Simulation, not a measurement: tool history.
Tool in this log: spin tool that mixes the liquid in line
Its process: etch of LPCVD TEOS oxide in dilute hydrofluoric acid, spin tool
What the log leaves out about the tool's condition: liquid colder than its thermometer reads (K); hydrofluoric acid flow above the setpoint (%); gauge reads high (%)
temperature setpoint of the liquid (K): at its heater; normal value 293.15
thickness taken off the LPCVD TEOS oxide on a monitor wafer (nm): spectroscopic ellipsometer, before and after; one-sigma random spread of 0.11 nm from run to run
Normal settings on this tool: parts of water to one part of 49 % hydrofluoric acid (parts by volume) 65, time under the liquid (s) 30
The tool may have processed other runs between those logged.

run	hour	temperature setpoint of the liquid (K)	parts of water to one part of 49 % hydrofluoric acid (parts by volume)	time under the liquid (s)	wafers since the last listed run	hours since the thermometer was replaced	hours since the hydrofluoric acid flow meter was replaced	hours since the gauge calibration	read-back film thickness of the LPCVD TEOS oxide reference wafer, read on the same gauge (nm)	thickness taken off the LPCVD TEOS oxide on a monitor wafer (nm)
1	0.0	293.15	65	30	0	273.1	432.5	1420.1	90.01	12.61
2	91.1	293.15	65	30	1461	364.2	523.6	1511.2	90.03	12.36
3	164.4	293.15	65	30	1175	437.5	596.9	1584.5	89.99	12.60
4	230.8	290.65	80	30	1065	503.9	663.3	1650.9	89.99	8.97
5	298.9	290.65	80	30	1092	572.0	731.4	1719.0	89.99	8.95
6	365.1	293.15	65	30	1061	638.2	797.6	1785.2	90.03	12.37
7	411.5	293.15	65	30	744	684.6	844.0	1831.6	90.01	12.48
8	479.0	293.15	65	30	1082	752.1	911.5	1899.1	90.00	12.48
9	561.7	293.15	65	30	1326	834.8	994.2	1981.8	89.99	12.34
# hour 576.8: gauge calibrated
10	641.0	296.15	65	30	1272	914.1	1073.5	64.2	90.00	13.87
11	736.5	296.15	65	30	1532	1009.6	1169.0	159.7	90.01	13.82
12	832.1	293.15	65	30	1533	1105.2	1264.6	255.3	89.99	12.11
13	928.4	296.65	50	15	1544	1201.5	1360.9	351.6	90.00	9.11
14	1028.5	290.15	45	25	1605	1301.6	1461.0	451.7	90.00	12.82
15	1112.1	290.15	95	30	1341	1385.2	1544.6	535.3	89.99	7.02
16	1168.6	295.15	35	15	906	1441.7	1601.1	591.8	90.00	12.36
# hour 1232.8: hydrofluoric acid flow meter replaced
17	1249.4	291.15	45	30	1280	1522.5	16.6	672.6	90.00	16.00
18	1303.9	295.15	65	50	874	1577.0	71.1	727.1	90.02	21.32
# hour 1350.0: thermometer replaced
19	1353.6	296.15	50	15	781	3.6	120.8	776.8	89.99	9.74
20	1396.4	290.15	65	15	686	46.4	163.6	819.6	89.98	5.65
21	1688.9	296.15	50	15	4692	338.9	456.1	1112.1	90.00	9.57
22	1732.3	293.15	65	30	696	382.3	499.5	1155.5	89.97	12.66
23	1786.9	294.65	65	40	875	436.9	554.1	1210.1	89.99	17.81

Consider 3 possible next runs. They are alternatives, not a sequence: every one starts from the tool as it was left by run 23. What does each give?
A	1787.3	295.15	65	30	6	437.3	554.5	1210.5	?	?
B	1787.3	296.65	35	25	6	437.3	554.5	1210.5	?	?
C	1787.3	293.15	50	30	6	437.3	554.5	1210.5	?	?

run	read-back film thickness of the LPCVD TEOS oxide reference wafer, read on the same gauge (nm)	thickness taken off the LPCVD TEOS oxide on a monitor wafer (nm)
A	90.00	13.67
B	90.00	23.40
C	90.00	16.63
With the hidden condition removed and each run's random variation left untouched, the same runs would have given:
run	thickness taken off the LPCVD TEOS oxide on a monitor wafer (nm)
A	14.03
B	24.02
C	17.09

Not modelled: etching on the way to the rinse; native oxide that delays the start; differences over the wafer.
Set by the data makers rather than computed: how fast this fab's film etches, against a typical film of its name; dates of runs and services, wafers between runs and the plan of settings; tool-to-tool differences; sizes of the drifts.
